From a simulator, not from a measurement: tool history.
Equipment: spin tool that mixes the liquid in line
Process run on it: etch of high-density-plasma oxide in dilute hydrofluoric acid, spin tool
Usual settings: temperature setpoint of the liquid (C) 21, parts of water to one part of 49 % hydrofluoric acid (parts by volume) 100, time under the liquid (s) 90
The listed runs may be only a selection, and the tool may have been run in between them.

run   hour  temperature setpoint of the liquid (C)  parts of water to one part of 49 % hydrofluoric acid (parts by volume)  time under the liquid (s)  read-back film thickness of the high-density-plasma oxide reference wafer, read on the same gauge (nm)  thickness taken off the high-density-plasma oxide on a monitor wafer (Å)
  1      0                                      21                                                                     100                        125                                                                                                  80.002                                                                     63.86
  2   11.3                                      21                                                                     100                        130                                                                                                  79.987                                                                     65.64
  3   29.3                                      21                                                                     130                         90                                                                                                  80.002                                                                     33.87
  4   39.7                                      21                                                                     100                         90                                                                                                  80.026                                                                     45.71
      44.7  -- thermometer replaced
  5   52.1                                      21                                                                     100                         90                                                                                                  80.006                                                                     45.82
  6   60.6                                      21                                                                     100                         90                                                                                                  79.997                                                                     45.72
      72.5  -- gauge calibrated
  7   73.1                                      21                                                                     100                        115                                                                                                  79.984                                                                     58.73
  8   90.3                                      21                                                                     100                         75                                                                                                  80.005                                                                      38.2
  9   97.6                                      21                                                                     100                         75                                                                                                  80.012                                                                     37.74
 10  114.3                                      24                                                                     140                         90                                                                                                   79.99                                                                     35.26
 11  124.6                                      21                                                                     100                         90                                                                                                  80.027                                                                     45.48
 12  138.5                                      21                                                                      85                         90                                                                                                   79.99                                                                     54.25
 13  153.3                                    19.5                                                                     100                        110                                                                                                      80                                                                     52.14
 14  160.2                                    24.5                                                                      55                        130                                                                                                  79.995                                                                    145.96
     166.3  -- hydrofluoric acid flow meter replaced
 15  192.2                                      23                                                                     100                        115                                                                                                  80.001                                                                      66.1
 16  203.3                                      26                                                                      65                         55                                                                                                  79.995                                                                     57.17
 17  213.2                                      21                                                                      75                        145                                                                                                  80.002                                                                    106.19
 18  221.9                                      23                                                                     100                         90                                                                                                  79.989                                                                     51.82
 19  236.6                                      21                                                                      65                         45                                                                                                  79.993                                                                     38.52
 20  246.3                                      19                                                                     100                         60                                                                                                  80.002                                                                     29.38
 21  253.6                                      17                                                                     145                        125                                                                                                   79.99                                                                     37.29
 22    266                                      21                                                                     125                         90                                                                                                      80                                                                     36.91
 23  300.3                                      21                                                                     100                         90                                                                                                  79.995                                                                     47.61

Forecast run 24:
 24  317.8                                      21                                                                     125                         60                                                                                                       ?                                                                         ?

read-back film thickness of the high-density-plasma oxide reference wafer, read on the same gauge (nm): 80.008
thickness taken off the high-density-plasma oxide on a monitor wafer (Å): 24.35
Minus the tool's unlogged condition, the same run would have read thickness taken off the high-density-plasma oxide on a monitor wafer (Å) 24.75.

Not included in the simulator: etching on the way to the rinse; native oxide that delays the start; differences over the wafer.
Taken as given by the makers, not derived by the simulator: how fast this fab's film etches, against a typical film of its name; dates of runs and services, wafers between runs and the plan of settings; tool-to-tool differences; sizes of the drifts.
